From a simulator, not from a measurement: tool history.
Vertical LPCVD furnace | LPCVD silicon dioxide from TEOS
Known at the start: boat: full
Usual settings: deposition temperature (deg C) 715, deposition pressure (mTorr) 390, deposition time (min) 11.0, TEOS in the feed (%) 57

| run | hour | deposition temperature (deg C) | deposition pressure (mTorr) | deposition time (min) | TEOS in the feed (%) | wafers since the last listed run | hours since the last temperature calibration | hours since the pressure gauge was zeroed | hours since the TEOS flow controller was replaced | hours since the gauge calibration | read-back reference wafer on the same gauge, thickness | film thickness on the monitor wafer in the middle of the boat (angstrom) |
|---|---|---|---|---|---|---|---|---|---|---|---|---|
| 1 | 0.0 | 724 | 390 | 11.0 | 57 | 0 | 1615.6 | 2641.6 | 4546.4 | 413.2 | 121.97 | 1550.0 |
| 2 | 23.5 | 715 | 390 | 11.0 | 64 | 561 | 1639.1 | 2665.1 | 4569.9 | 436.7 | 122.03 | 1350.2 |
|  | 31.7 | gauge calibrated |
| 3 | 37.0 | 715 | 390 | 11.0 | 64 | 322 | 1652.6 | 2678.6 | 4583.4 | 5.3 | 121.88 | 1347.3 |
| 4 | 57.0 | 715 | 390 | 11.0 | 64 | 477 | 1672.6 | 2698.6 | 4603.4 | 25.3 | 122.00 | 1354.2 |
| 5 | 80.8 | 715 | 390 | 11.0 | 57 | 568 | 1696.4 | 2722.4 | 4627.2 | 49.1 | 122.04 | 1268.9 |
| 6 | 104.4 | 715 | 390 | 11.0 | 57 | 563 | 1720.0 | 2746.0 | 4650.8 | 72.7 | 122.01 | 1270.3 |
| 7 | 139.9 | 715 | 390 | 11.0 | 57 | 848 | 1755.5 | 2781.5 | 4686.3 | 108.2 | 122.04 | 1280.1 |
| 8 | 165.7 | 715 | 390 | 11.0 | 57 | 616 | 1781.3 | 2807.3 | 4712.1 | 134.0 | 121.97 | 1277.8 |
|  | 189.8 | thermocouples replaced and temperature profile calibrated |
| 9 | 190.3 | 707 | 325 | 11.0 | 57 | 14 | 0.5 | 2831.9 | 4736.7 | 158.6 | 122.02 | 899.0 |
| 10 | 194.0 | 707 | 325 | 11.0 | 57 | 88 | 4.2 | 2835.6 | 4740.4 | 162.3 | 122.04 | 900.7 |
| 11 | 226.0 | 707 | 325 | 11.0 | 57 | 764 | 36.2 | 2867.6 | 4772.4 | 194.3 | 122.02 | 898.5 |
| 12 | 260.9 | 709 | 390 | 11.0 | 57 | 833 | 71.1 | 2902.5 | 4807.3 | 229.2 | 121.92 | 1032.7 |
| 13 | 286.6 | 704 | 390 | 11.0 | 57 | 613 | 96.8 | 2928.2 | 4833.0 | 254.9 | 121.98 | 919.5 |
|  | 338.1 | TEOS flow controller replaced |
| 14 | 338.6 | 707 | 325 | 11.0 | 57 | 668 | 148.8 | 2980.2 | 0.5 | 306.9 | 122.05 | 901.4 |
| 15 | 342.3 | 711 | 440 | 11.0 | 52 | 88 | 152.5 | 2983.9 | 4.2 | 310.6 | 122.02 | 1099.5 |
| 16 | 354.0 | 715 | 390 | 12.5 | 57 | 279 | 164.2 | 2995.6 | 15.9 | 322.3 | 122.09 | 1345.6 |
|  | 386.7 | pressure gauge zeroed |
| 17 | 387.2 | 705 | 350 | 13.0 | 66 | 219 | 197.4 | 0.5 | 49.1 | 355.5 | 122.08 | 1141.4 |
| 18 | 402.2 | 715 | 440 | 11.0 | 66 | 358 | 212.4 | 15.5 | 64.1 | 370.5 | 122.07 | 1356.7 |
| 19 | 427.0 | 715 | 470 | 12.5 | 57 | 592 | 237.2 | 40.3 | 88.9 | 395.3 | 121.94 | 1476.3 |

Run 20 has not been measured yet. What should we expect?
|  | 444.5 | gauge calibrated |
| 20 | 523.3 | 715 | 390 | 11.0 | 57 | 2300 | 333.5 | 136.6 | 185.2 | 78.8 | ? | ? |

Run 20 yielded read-back reference wafer on the same gauge, thickness 121.96, film thickness on the monitor wafer in the middle of the boat (angstrom) 1182.4.
Without the tool's hidden state the same run would have given film thickness on the monitor wafer in the middle of the boat (angstrom) 1176.5.
